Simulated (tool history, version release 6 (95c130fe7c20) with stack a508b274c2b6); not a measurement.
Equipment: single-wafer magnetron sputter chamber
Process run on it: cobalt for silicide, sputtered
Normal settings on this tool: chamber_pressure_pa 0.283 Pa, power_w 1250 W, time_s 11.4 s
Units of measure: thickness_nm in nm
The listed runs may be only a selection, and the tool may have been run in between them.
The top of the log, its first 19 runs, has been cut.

run	hour	chamber_pressure_pa	power_w	time_s	read-back reference wafer on the same gauge, thickness_nm	thickness_nm
20	1405.6	0.283	1350	10.5	8.182	7.904
21	1450.6	0.283	1250	11.4	8.180	7.885
# hour 1461.9: sputter target and shields replaced
22	1511.3	0.173	1400	13.7	8.185	11.027
23	1557.3	0.283	950	9.2	8.182	4.926
24	1660.6	0.251	1150	11.4	8.172	7.384
25	1719.5	0.283	1250	11.4	8.170	7.987
# hour 1755.7: capacitance manometer re-zeroed and calibrated
26	1775.7	0.283	1250	12.1	8.179	8.396
# hour 1829.2: sputter target and shields replaced
27	1846.1	0.177	1450	12.2	8.172	10.211
28	1896.5	0.283	1250	12.0	8.179	8.488
29	1972.7	0.283	1250	11.4	8.186	7.990
30	2019.1	0.368	1400	12.7	8.182	9.822

Forecast each of these 3 alternatives for the next run:
A	2019.5	0.375	1250	11.4	?	?
B	2019.5	0.283	1500	9.1	?	?
C	2019.5	0.366	1250	12.5	?	?

run	read-back reference wafer on the same gauge, thickness_nm	thickness_nm
A	8.178	7.858
B	8.178	7.674
C	8.178	8.632
Take away the tool's hidden state, keep each run's random variation, and the runs would have read:
run	thickness_nm
A	7.944
B	7.759
C	8.727
